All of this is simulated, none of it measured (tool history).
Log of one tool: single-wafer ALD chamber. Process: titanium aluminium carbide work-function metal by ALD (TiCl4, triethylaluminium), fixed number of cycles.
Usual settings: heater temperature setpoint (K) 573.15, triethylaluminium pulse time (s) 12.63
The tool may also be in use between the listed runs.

run,hour,heater temperature setpoint (K),triethylaluminium pulse time (s),wafers since the last listed run,hours since the last thermocouple change,hours since the last triethylaluminium bottle change,hours since the showerhead was replaced,hours since the gauge calibration,"read-back reference wafer on the same gauge, thickness_nm",mean film thickness on the monitor wafer (angstrom)
1,0.0,565.15,12.63,0,2420.9,1834.1,7899.1,74.8,2.119,18.62
2,9.1,573.15,12.63,83,2430.0,1843.2,7908.2,83.9,2.119,19.25
3,23.2,573.15,12.63,128,2444.1,1857.3,7922.3,98.0,2.118,19.28
4,40.0,573.15,12.63,153,2460.9,1874.1,7939.1,114.8,2.120,19.23
5,48.6,573.15,12.63,78,2469.5,1882.7,7947.7,123.4,2.118,19.12
6,64.9,573.15,12.63,149,2485.8,1899.0,7964.0,139.7,2.119,19.12
7,100.1,573.15,12.63,321,2521.0,1934.2,7999.2,174.9,2.120,19.15
8,111.2,573.15,12.63,101,2532.1,1945.3,8010.3,186.0,2.120,19.21
9,126.5,573.15,12.63,139,2547.4,1960.6,8025.6,201.3,2.118,19.20
10,142.5,578.15,12.63,146,2563.4,1976.6,8041.6,217.3,2.120,19.60
11,158.7,578.15,12.63,148,2579.6,1992.8,8057.8,233.5,2.120,19.56
12,172.3,573.15,12.63,124,2593.2,2006.4,8071.4,247.1,2.120,19.26
13,186.6,573.15,12.63,130,2607.5,2020.7,8085.7,261.4,2.120,19.20
14,236.1,573.15,11.33,452,2657.0,2070.2,8135.2,310.9,2.118,18.85
# hour 238.2: gauge calibrated
15,245.8,573.15,11.33,88,2666.7,2079.9,8144.9,7.6,2.119,18.83
16,253.0,586.15,17.58,65,2673.9,2087.1,8152.1,14.8,2.121,20.83
# hour 263.1: thermocouple changed; heater temperature recalibrated
17,266.9,568.15,12.63,53,3.8,2101.0,8166.0,28.7,2.119,18.80
# hour 281.2: showerhead replaced
# hour 291.9: triethylaluminium bottle replaced
18,292.4,566.15,9.23,86,29.3,0.5,11.2,54.2,2.121,16.19
19,293.0,573.15,7.73,5,29.9,1.1,11.8,54.8,2.118,15.48
20,299.3,573.15,7.72,57,36.2,7.4,18.1,61.1,2.119,15.36
21,315.9,573.15,12.63,151,52.8,24.0,34.7,77.7,2.119,18.19
22,329.3,587.15,9.46,122,66.2,37.4,48.1,91.1,2.121,17.53
23,344.0,567.15,17.68,134,80.9,52.1,62.8,105.8,2.119,18.85
24,351.3,573.15,11.33,66,88.2,59.4,70.1,113.1,2.120,17.54
25,365.2,573.15,12.63,127,102.1,73.3,84.0,127.0,2.118,18.11
# hour 377.7: triethylaluminium bottle replaced, repeated, since the last time left the tool worse
26,378.2,567.15,12.63,45,115.1,0.5,97.0,140.0,2.121,19.22
27,383.5,584.15,9.37,48,120.4,5.8,102.3,145.3,2.121,19.90
28,392.0,573.15,12.63,77,128.9,14.3,110.8,153.8,2.122,19.65
29,405.9,582.15,14.32,127,142.8,28.2,124.7,167.7,2.121,20.56
30,418.5,573.15,12.63,115,155.4,40.8,137.3,180.3,2.121,19.66
31,435.8,560.15,12.63,158,172.7,58.1,154.6,197.6,2.120,18.69
32,446.0,573.15,12.63,93,182.9,68.3,164.8,207.8,2.119,19.76

The same runs without the tool's hidden state, with the same run-to-run variation:
The hidden state here: wafer temperature above the value expected at the setpoint (K); triethylaluminium dose above that of a fresh bottle (%); gauge reads high (%).
run,mean film thickness on the monitor wafer (angstrom)
1,19.12
2,19.77
3,19.80
4,19.75
5,19.64
6,19.63
7,19.67
8,19.73
9,19.73
10,20.13
11,20.09
12,19.78
13,19.73
14,19.55
15,19.53
16,21.01
17,19.32
18,18.65
19,18.60
20,18.50
21,19.71
22,20.27
23,19.50
24,19.56
25,19.79
26,19.22
27,19.92
28,19.67
29,20.57
30,19.68
31,18.73
32,19.80
